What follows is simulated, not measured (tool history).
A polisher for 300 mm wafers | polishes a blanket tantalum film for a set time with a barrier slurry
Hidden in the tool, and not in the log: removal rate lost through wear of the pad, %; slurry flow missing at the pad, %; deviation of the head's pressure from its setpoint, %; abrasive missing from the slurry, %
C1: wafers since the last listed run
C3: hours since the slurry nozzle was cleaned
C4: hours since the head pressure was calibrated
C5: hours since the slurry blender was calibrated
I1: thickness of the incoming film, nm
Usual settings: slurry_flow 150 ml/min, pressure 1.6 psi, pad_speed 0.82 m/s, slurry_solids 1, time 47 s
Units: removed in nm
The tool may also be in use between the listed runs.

run 1 hour=0 | slurry_flow=150 pressure=1.6 pad_speed=0.82 slurry_solids=1 time=47 | C1=0 wafers_polished_on_this_pad=1756 C3=508.2 C4=351 C5=84.5 | I1=368.9 | removed=47.7
run 2 hour=27.8 | slurry_flow=150 pressure=1.6 pad_speed=0.82 slurry_solids=1 time=47 | C1=366 wafers_polished_on_this_pad=2122 C3=536 C4=378.8 C5=112.3 | I1=366.4 | removed=46.9
-- hour=69.3 slurry nozzle cleaned
-- hour=74 worn pad replaced by a new one
run 3 hour=129.1 | slurry_flow=150 pressure=1.6 pad_speed=0.82 slurry_solids=1.25 time=47 | C1=1269 wafers_polished_on_this_pad=726 C3=59.8 C4=480.1 C5=213.6 | I1=374.2 | removed=60.3
run 4 hour=158 | slurry_flow=150 pressure=1.6 pad_speed=0.82 slurry_solids=1.25 time=47 | C1=380 wafers_polished_on_this_pad=1107 C3=88.7 C4=509 C5=242.5 | I1=364.7 | removed=59.8
run 5 hour=188.4 | slurry_flow=150 pressure=1.6 pad_speed=0.82 slurry_solids=1.25 time=47 | C1=400 wafers_polished_on_this_pad=1507 C3=119.1 C4=539.4 C5=272.9 | I1=369.1 | removed=60.9
run 6 hour=222.4 | slurry_flow=150 pressure=1.6 pad_speed=0.82 slurry_solids=1 time=47 | C1=448 wafers_polished_on_this_pad=1956 C3=153.1 C4=573.4 C5=306.9 | I1=367.9 | removed=54.9
-- hour=246.3 head pressure recalibrated
run 7 hour=246.8 | slurry_flow=150 pressure=1.6 pad_speed=0.82 slurry_solids=1 time=47 | C1=295 wafers_polished_on_this_pad=2251 C3=177.5 C4=0.5 C5=331.3 | I1=365.5 | removed=55.8
run 8 hour=281.4 | slurry_flow=150 pressure=1.6 pad_speed=0.82 slurry_solids=1 time=47 | C1=456 wafers_polished_on_this_pad=2707 C3=212.1 C4=35.1 C5=365.9 | I1=373.7 | removed=54.4
-- hour=288.4 worn pad replaced by a new one
run 9 hour=295.1 | slurry_flow=150 pressure=1.6 pad_speed=0.82 slurry_solids=1 time=47 | C1=127 wafers_polished_on_this_pad=88 C3=225.8 C4=48.8 C5=379.6 | I1=369 | removed=53.3
run 10 hour=316.1 | slurry_flow=150 pressure=1.9 pad_speed=0.82 slurry_solids=1 time=47 | C1=276 wafers_polished_on_this_pad=365 C3=246.8 C4=69.8 C5=400.6 | I1=367.9 | removed=62.2
run 11 hour=345.6 | slurry_flow=150 pressure=1.9 pad_speed=0.82 slurry_solids=1 time=47 | C1=388 wafers_polished_on_this_pad=753 C3=276.3 C4=99.3 C5=430.1 | I1=362.9 | removed=63
run 12 hour=376.5 | slurry_flow=135 pressure=1.2 pad_speed=0.82 slurry_solids=1 time=47 | C1=407 wafers_polished_on_this_pad=1161 C3=307.2 C4=130.2 C5=461 | I1=371.2 | removed=40
-- hour=383.3 slurry blender recalibrated
run 13 hour=400.8 | slurry_flow=180 pressure=2 pad_speed=0.82 slurry_solids=1 time=55 | C1=293 wafers_polished_on_this_pad=1455 C3=331.5 C4=154.5 C5=17.5 | I1=368.4 | removed=78.3
run 14 hour=432.1 | slurry_flow=175 pressure=1.1 pad_speed=0.94 slurry_solids=1 time=47 | C1=412 wafers_polished_on_this_pad=1867 C3=362.8 C4=185.8 C5=48.8 | I1=364.9 | removed=46.2
run 15 hour=461.1 | slurry_flow=150 pressure=1.4 pad_speed=0.64 slurry_solids=1.2 time=31 | C1=382 wafers_polished_on_this_pad=2250 C3=391.8 C4=214.8 C5=77.8 | I1=368 | removed=25.5
-- hour=477.5 worn pad replaced by a new one
run 16 hour=486.3 | slurry_flow=120 pressure=1.6 pad_speed=0.82 slurry_solids=1 time=55 | C1=279 wafers_polished_on_this_pad=116 C3=417 C4=240 C5=103 | I1=368.5 | removed=56.2
run 17 hour=514.9 | slurry_flow=150 pressure=1.6 pad_speed=0.82 slurry_solids=0.7 time=47 | C1=376 wafers_polished_on_this_pad=493 C3=445.6 C4=268.6 C5=131.6 | I1=368.3 | removed=44.2
run 18 hour=529.1 | slurry_flow=150 pressure=1.6 pad_speed=0.82 slurry_solids=1 time=47 | C1=187 wafers_polished_on_this_pad=680 C3=459.8 C4=282.8 C5=145.8 | I1=369.9 | removed=50.3
run 19 hour=545.6 | slurry_flow=150 pressure=2.2 pad_speed=0.82 slurry_solids=1 time=47 | C1=217 wafers_polished_on_this_pad=898 C3=476.3 C4=299.3 C5=162.3 | I1=371.5 | removed=67.3
-- hour=548.6 slurry nozzle cleaned
run 20 hour=561.6 | slurry_flow=150 pressure=1.9 pad_speed=0.82 slurry_solids=1 time=47 | C1=197 wafers_polished_on_this_pad=1095 C3=13 C4=315.3 C5=178.3 | I1=368.5 | removed=65
run 21 hour=575.8 | slurry_flow=150 pressure=1.6 pad_speed=0.82 slurry_solids=1 time=47 | C1=187 wafers_polished_on_this_pad=1282 C3=27.2 C4=329.5 C5=192.5 | I1=367.2 | removed=56.4
run 22 hour=601.7 | slurry_flow=130 pressure=1.6 pad_speed=0.82 slurry_solids=1.25 time=47 | C1=341 wafers_polished_on_this_pad=1624 C3=53.1 C4=355.4 C5=218.4 | I1=370.4 | removed=57.7
run 23 hour=616.1 | slurry_flow=135 pressure=1.6 pad_speed=0.9 slurry_solids=1.15 time=47 | C1=189 wafers_polished_on_this_pad=1814 C3=67.5 C4=369.8 C5=232.8 | I1=366.3 | removed=63.5
run 24 hour=634.1 | slurry_flow=195 pressure=1.6 pad_speed=0.82 slurry_solids=1 time=47 | C1=237 wafers_polished_on_this_pad=2051 C3=85.5 C4=387.8 C5=250.8 | I1=374.9 | removed=57.4
run 25 hour=656.4 | slurry_flow=150 pressure=1.6 pad_speed=0.82 slurry_solids=1 time=47 | C1=293 wafers_polished_on_this_pad=2345 C3=107.8 C4=410.1 C5=273.1 | I1=372.4 | removed=54.7
-- hour=672.6 worn pad replaced by a new one
run 26 hour=678.7 | slurry_flow=120 pressure=1.6 pad_speed=0.82 slurry_solids=1 time=55 | C1=241 wafers_polished_on_this_pad=80 C3=130.1 C4=432.4 C5=295.4 | I1=368.3 | removed=61.7
run 27 hour=714 | slurry_flow=150 pressure=1.6 pad_speed=0.82 slurry_solids=1 time=47 | C1=465 wafers_polished_on_this_pad=545 C3=165.4 C4=467.7 C5=330.7 | I1=376.8 | removed=54.8
run 28 hour=742.8 | slurry_flow=150 pressure=1.6 pad_speed=0.82 slurry_solids=1 time=57 | C1=379 wafers_polished_on_this_pad=925 C3=194.2 C4=496.5 C5=359.5 | I1=374.1 | removed=65.2
-- hour=762.4 slurry blender recalibrated
run 29 hour=774.1 | slurry_flow=110 pressure=1.6 pad_speed=0.82 slurry_solids=0.9 time=47 | C1=386 wafers_polished_on_this_pad=1311 C3=225.5 C4=527.8 C5=11.7 | I1=365.4 | removed=47.8

5 ways to go on from here, each from the tool as it stands after run 29. What would each give?
run A hour=774.5 | slurry_flow=150 pressure=1.6 pad_speed=1.06 slurry_solids=1 time=47 | C1=5 wafers_polished_on_this_pad=1316 C3=225.9 C4=528.2 C5=12.1 | I1=375.4 | removed=?
run B hour=774.5 | slurry_flow=195 pressure=1.2 pad_speed=1.08 slurry_solids=1 time=37 | C1=5 wafers_polished_on_this_pad=1316 C3=225.9 C4=528.2 C5=12.1 | I1=375.4 | removed=?
run C hour=774.5 | slurry_flow=125 pressure=1.4 pad_speed=0.82 slurry_solids=1.3 time=32 | C1=5 wafers_polished_on_this_pad=1316 C3=225.9 C4=528.2 C5=12.1 | I1=375.4 | removed=?
run D hour=774.5 | slurry_flow=150 pressure=1.6 pad_speed=0.82 slurry_solids=0.9 time=47 | C1=5 wafers_polished_on_this_pad=1316 C3=225.9 C4=528.2 C5=12.1 | I1=375.4 | removed=?
run E hour=774.5 | slurry_flow=170 pressure=1.6 pad_speed=1.06 slurry_solids=1 time=47 | C1=5 wafers_polished_on_this_pad=1316 C3=225.9 C4=528.2 C5=12.1 | I1=375.4 | removed=?

run=A removed=69.9
run=B removed=46.6
run=C removed=34
run=D removed=52
run=E removed=71.9
Without the tool's hidden state the same runs would have given:
run=A removed=73.4
run=B removed=48.4
run=C removed=36.1
run=D removed=54.6
run=E removed=75.1
